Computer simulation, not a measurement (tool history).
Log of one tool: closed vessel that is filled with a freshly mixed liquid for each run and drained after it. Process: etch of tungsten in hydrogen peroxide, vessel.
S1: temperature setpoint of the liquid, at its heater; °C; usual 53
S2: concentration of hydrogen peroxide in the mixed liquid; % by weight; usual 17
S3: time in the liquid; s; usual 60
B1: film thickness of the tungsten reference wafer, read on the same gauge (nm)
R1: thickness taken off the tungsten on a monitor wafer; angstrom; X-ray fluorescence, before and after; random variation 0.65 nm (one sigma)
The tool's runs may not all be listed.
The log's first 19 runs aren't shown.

Run 20, hour 1374.3: usual settings but S1 62 °C, S2 20.5 % by weight, S3 40 s; B1 139.97. Result: R1 1572.2 angstrom.
At hour 1416.1: gauge calibrated.
Run 21, hour 1435.7: usual settings but S1 58 °C, S2 12.5 % by weight, S3 85 s; B1 140. Result: R1 2086.9 angstrom.
Run 22, hour 1543.4: usual settings but S1 61 °C, S2 18.5 % by weight, S3 45 s; B1 140.06. Result: R1 1594.2 angstrom.
Run 23, hour 1614.3: usual settings; B1 140.03. Result: R1 1260.1 angstrom.
At hour 1648.6: peroxide flow meter replaced.
Run 24, hour 1688.6: usual settings but S1 43 °C, S2 14 % by weight, S3 70 s; B1 139.97. Result: R1 727.7 angstrom.
At hour 1725.2: new drum of peroxide connected.
Run 25, hour 1752.9: usual settings; B1 140.03. Result: R1 1265.3 angstrom.
Run 26, hour 1815.2: usual settings but S1 48.5 °C, S2 19 % by weight, S3 70 s; B1 140.02. Result: R1 1192.2 angstrom.
Run 27, hour 1911.2: usual settings but S1 62 °C; B1 140.01. Result: R1 2152.9 angstrom.
At hour 1979.1: thermometer replaced.
Run 28, hour 2009.9: usual settings but S1 50.5 °C, S2 19.5 % by weight; B1 140.02. Result: R1 1169.7 angstrom.
At hour 2250.3: peroxide flow meter replaced.
Run 29, hour 2302: usual settings but S1 60.5 °C, S2 15 % by weight, S3 85 s; B1 140.03. Result: R1 2611.7 angstrom.
At hour 2347: new drum of peroxide connected.
Run 30, hour 2447.5: usual settings but S3 70 s; B1 140.02. Result: R1 1487.2 angstrom.
Run 31, hour 2490.6: usual settings but S1 56 °C, S2 15 % by weight, S3 35 s; B1 140.02. Result: R1 836.7 angstrom.

3 ways to go on from here, each from the tool as it stands after run 31. What would each give?
Run A, hour 2491.3: usual settings; B1 ?. Result: R1 ?.
Run B, hour 2491.3: usual settings but S1 45 °C, S2 18.5 % by weight, S3 30 s; B1 ?. Result: R1 ?.
Run C, hour 2491.3: usual settings but S2 21.5 % by weight; B1 ?. Result: R1 ?.

run      B1      R1
  A  139.99  1279.9
  B  139.99   408.1
  C  139.99  1439.3
Without the tool's hidden state the same runs would have given:
run      R1
  A  1279.9
  B   408.1
  C  1439.3
